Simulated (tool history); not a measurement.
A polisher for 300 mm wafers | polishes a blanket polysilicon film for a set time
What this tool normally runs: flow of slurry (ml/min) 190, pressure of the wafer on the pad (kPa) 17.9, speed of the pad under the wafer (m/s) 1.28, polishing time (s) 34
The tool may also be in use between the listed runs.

run,hour,flow of slurry (ml/min),pressure of the wafer on the pad (kPa),speed of the pad under the wafer (m/s),polishing time (s),"incoming thickness of the incoming film, nm",film removed (nm)
1,0.0,190,17.9,1.28,34,1816.9,357.9
2,73.9,190,17.9,1.28,34,1809.0,359.4
3,141.2,190,17.9,1.28,34,1795.0,350.4
4,232.6,190,17.9,1.28,34,1824.0,356.7
5,307.8,190,17.9,1.28,34,1797.7,352.4
6,411.1,190,17.9,1.28,34,1799.5,342.3
7,452.6,190,17.9,1.28,34,1814.2,349.9
8,524.9,190,17.9,1.28,34,1802.8,345.1
9,626.6,190,17.9,1.28,34,1800.3,357.9
10,694.5,190,17.9,1.28,34,1823.9,360.7
11,748.5,190,17.9,1.28,24,1791.9,250.7
12,791.0,190,17.9,1.28,24,1826.7,256.4
13,847.6,190,17.9,1.28,24,1795.9,249.5
14,909.6,190,17.9,1.28,34,1818.8,357.9
15,955.3,190,17.9,1.28,34,1806.2,347.0
16,1263.1,190,17.9,1.28,30,1781.6,303.6
17,1347.5,205,17.9,0.88,34,1784.9,249.3
18,1408.2,220,13.8,0.90,40,1799.5,241.5
19,1509.1,125,15.9,1.28,37,1794.0,323.8
20,1616.2,220,17.9,1.02,27,1829.9,227.2
21,1690.6,190,17.9,1.28,34,1793.3,350.1
22,1734.6,225,17.9,0.98,34,1806.4,277.5
23,1783.7,140,17.9,0.88,34,1819.1,229.5
24,1845.7,210,17.9,1.28,25,1791.9,257.5
25,1902.9,215,24.1,1.28,34,1823.7,459.3
26,1972.8,145,20.0,1.16,41,1826.8,396.6
27,2069.4,125,13.8,1.28,39,1796.3,290.2
28,2107.3,190,17.9,1.28,34,1798.5,361.6
29,2208.3,190,17.9,1.28,34,1814.4,357.0
30,2262.7,190,24.1,1.08,34,1792.7,397.7
31,2366.2,190,17.9,1.28,34,1844.4,356.7
32,2418.5,240,22.1,1.28,34,1807.9,441.0
33,2519.6,190,17.9,1.28,34,1836.0,350.1
34,2617.5,240,15.2,1.28,26,1793.6,232.5
35,2677.6,235,23.4,1.64,40,1786.8,681.2
36,2750.4,190,20.7,1.28,44,1810.4,508.4
37,2795.3,190,17.9,1.04,34,1770.8,299.3
38,3115.1,240,13.8,1.44,43,1781.4,411.2

Not shown: 12 entries that the log had between the listed runs. Between which runs, and how does the tool's hidden state differ before and after?
Between runs 5 and 6: head pressure recalibrated (hour 366.5)
  removal rate lost through wear of the pad, %: 3.51 -> 4.38
  measured minus no-state result, film removed (nm): -12.8 -> -15.7
Between runs 8 and 9: worn pad replaced by a new one (hour 588.8)
  removal rate lost through wear of the pad, %: 5.35 -> 0.859
  measured minus no-state result, film removed (nm): -19.5 -> -3.1
Between runs 9 and 10: slurry nozzle cleaned (hour 642.6)
  removal rate lost through wear of the pad, %: 0.859 -> 1.44
  measured minus no-state result, film removed (nm): -3.1 -> -5.3
Between runs 15 and 16: head pressure recalibrated (hour 1203.2)
  removal rate lost through wear of the pad, %: 3.65 -> 6.26
  measured minus no-state result, film removed (nm): -13.1 -> -20.2
Between runs 16 and 17: worn pad replaced by a new one (hour 1284.3)
  removal rate lost through wear of the pad, %: 6.26 -> 0.713
  measured minus no-state result, film removed (nm): -20.2 -> -1.8
Between runs 18 and 19: slurry nozzle cleaned (hour 1457.8)
  removal rate lost through wear of the pad, %: 1.23 -> 2.08
  measured minus no-state result, film removed (nm): -3.0 -> -6.9
Between runs 23 and 24: head pressure recalibrated (hour 1844.8)
  removal rate lost through wear of the pad, %: 4.42 -> 4.94
  measured minus no-state result, film removed (nm): -10.6 -> -13.4
Between runs 27 and 28: worn pad replaced by a new one (hour 2093.2)
  removal rate lost through wear of the pad, %: 6.84 -> 0.377
  measured minus no-state result, film removed (nm): -21.3 -> -1.4
Between runs 29 and 30: slurry nozzle cleaned (hour 2223.1)
  removal rate lost through wear of the pad, %: 1.23 -> 1.7
  measured minus no-state result, film removed (nm): -4.4 -> -6.9
Between runs 33 and 34: head pressure recalibrated (hour 2598.3)
  removal rate lost through wear of the pad, %: 3.88 -> 4.71
  measured minus no-state result, film removed (nm): -14.1 -> -11.4
Between runs 36 and 37: worn pad replaced by a new one (hour 2763.0)
  removal rate lost through wear of the pad, %: 5.84 -> 0.371
  measured minus no-state result, film removed (nm): -31.5 -> -1.1
Between runs 37 and 38: slurry nozzle cleaned (hour 2962.7)
  removal rate lost through wear of the pad, %: 0.371 -> 3.09
  measured minus no-state result, film removed (nm): -1.1 -> -13.1
